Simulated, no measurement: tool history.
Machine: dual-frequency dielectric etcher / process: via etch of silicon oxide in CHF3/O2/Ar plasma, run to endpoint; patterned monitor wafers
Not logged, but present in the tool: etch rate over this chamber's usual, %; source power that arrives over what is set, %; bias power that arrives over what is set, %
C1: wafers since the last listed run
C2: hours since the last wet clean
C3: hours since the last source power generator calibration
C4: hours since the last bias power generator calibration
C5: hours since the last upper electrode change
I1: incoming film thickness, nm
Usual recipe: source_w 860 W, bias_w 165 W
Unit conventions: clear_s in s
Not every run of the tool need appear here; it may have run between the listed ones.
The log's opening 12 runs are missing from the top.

Run 13, hour 145.6: usual settings; C1 59; C2 201.8; C3 1206.3; C4 2145.7; C5 4100.5; I1 400.0. Result: clear_s 166.6 s.
Run 14, hour 152.9: usual settings; C1 41; C2 209.1; C3 1213.6; C4 2153.0; C5 4107.8; I1 403.6. Result: clear_s 166.0 s.
At hour 192.7: upper electrode replaced.
Run 15, hour 193.2: usual settings but source_w 1010 W; C1 93; C2 249.4; C3 1253.9; C4 2193.3; C5 0.5; I1 398.3. Result: clear_s 156.7 s.
Run 16, hour 193.6: usual settings but source_w 740 W, bias_w 176 W; C1 2; C2 249.8; C3 1254.3; C4 2193.7; C5 0.9; I1 397.3. Result: clear_s 170.8 s.
Run 17, hour 204.1: usual settings but source_w 1030 W, bias_w 196 W; C1 60; C2 260.3; C3 1264.8; C4 2204.2; C5 11.4; I1 397.6. Result: clear_s 146.7 s.
Run 18, hour 219.9: usual settings but source_w 1060 W, bias_w 190 W; C1 90; C2 276.1; C3 1280.6; C4 2220.0; C5 27.2; I1 397.5. Result: clear_s 147.5 s.
Run 19, hour 237.3: usual settings but bias_w 202 W; C1 99; C2 293.5; C3 1298.0; C4 2237.4; C5 44.6; I1 401.3. Result: clear_s 155.2 s.
At hour 251.3: bias power generator calibrated.
Run 20, hour 251.8: usual settings but source_w 1050 W; C1 60; C2 308.0; C3 1312.5; C4 0.5; C5 59.1; I1 401.9. Result: clear_s 153.9 s.
Run 21, hour 262.5: usual settings but bias_w 145 W; C1 61; C2 318.7; C3 1323.2; C4 11.2; C5 69.8; I1 399.7. Result: clear_s 169.0 s.
Run 22, hour 273.5: usual settings but source_w 680 W; C1 63; C2 329.7; C3 1334.2; C4 22.2; C5 80.8; I1 401.2. Result: clear_s 177.9 s.
Run 23, hour 284.8: usual settings but source_w 690 W, bias_w 191 W; C1 64; C2 341.0; C3 1345.5; C4 33.5; C5 92.1; I1 402.1. Result: clear_s 170.0 s.
Run 24, hour 292.5: usual settings but source_w 930 W, bias_w 196 W; C1 44; C2 348.7; C3 1353.2; C4 41.2; C5 99.8; I1 395.9. Result: clear_s 150.7 s.
Run 25, hour 324.4: usual settings but source_w 1010 W, bias_w 144 W; C1 182; C2 380.6; C3 1385.1; C4 73.1; C5 131.7; I1 400.6. Result: clear_s 157.9 s.
Run 26, hour 339.6: usual settings but source_w 1010 W, bias_w 137 W; C1 87; C2 395.8; C3 1400.3; C4 88.3; C5 146.9; I1 406.8. Result: clear_s 163.7 s.
At hour 350.2: source power generator calibrated.
At hour 369.4: wet clean of the chamber.
Run 27, hour 369.9: usual settings; C1 40; C2 0.5; C3 19.7; C4 118.6; C5 177.2; I1 400.1. Result: clear_s 172.7 s.
Run 28, hour 394.5: usual settings but bias_w 147 W; C1 141; C2 25.1; C3 44.3; C4 143.2; C5 201.8; I1 395.9. Result: clear_s 174.5 s.
Run 29, hour 408.9: usual settings but bias_w 180 W; C1 82; C2 39.5; C3 58.7; C4 157.6; C5 216.2; I1 399.7. Result: clear_s 167.1 s.
Run 30, hour 462.8: usual settings but source_w 960 W, bias_w 184 W; C1 309; C2 93.4; C3 112.6; C4 211.5; C5 270.1; I1 397.3. Result: clear_s 158.7 s.
Run 31, hour 480.3: usual settings but source_w 1070 W, bias_w 137 W; C1 100; C2 110.9; C3 130.1; C4 229.0; C5 287.6; I1 401.3. Result: clear_s 166.3 s.
Run 32, hour 495.4: usual settings but source_w 770 W, bias_w 151 W; C1 86; C2 126.0; C3 145.2; C4 244.1; C5 302.7; I1 399.4. Result: clear_s 182.1 s.
Run 33, hour 504.6: usual settings; C1 52; C2 135.2; C3 154.4; C4 253.3; C5 311.9; I1 396.6. Result: clear_s 170.7 s.
Run 34, hour 549.6: usual settings but source_w 740 W, bias_w 198 W; C1 258; C2 180.2; C3 199.4; C4 298.3; C5 356.9; I1 399.3. Result: clear_s 167.3 s.
Run 35, hour 559.6: usual settings; C1 57; C2 190.2; C3 209.4; C4 308.3; C5 366.9; I1 398.4. Result: clear_s 170.1 s.

Each row is a separate what-if for the run after 35, all from the same tool condition, not one after another. Results?
Run A, hour 560.1: usual settings but source_w 640 W; C1 2; C2 190.7; C3 209.9; C4 308.8; C5 367.4; I1 396.6. Result: clear_s ?.
Run B, hour 560.1: usual settings but source_w 800 W, bias_w 132 W; C1 2; C2 190.7; C3 209.9; C4 308.8; C5 367.4; I1 396.6. Result: clear_s ?.
Run C, hour 560.1: usual settings but source_w 1080 W, bias_w 125 W; C1 2; C2 190.7; C3 209.9; C4 308.8; C5 367.4; I1 396.6. Result: clear_s ?.
Run D, hour 560.1: usual settings but source_w 690 W; C1 2; C2 190.7; C3 209.9; C4 308.8; C5 367.4; I1 396.6. Result: clear_s ?.

run  clear_s
  A    186.2
  B    183.4
  C    167.0
  D    181.5
With the hidden condition removed and each run's random variation left untouched, the same runs would have given:
run  clear_s
  A    189.8
  B    186.9
  C    170.2
  D    185.0
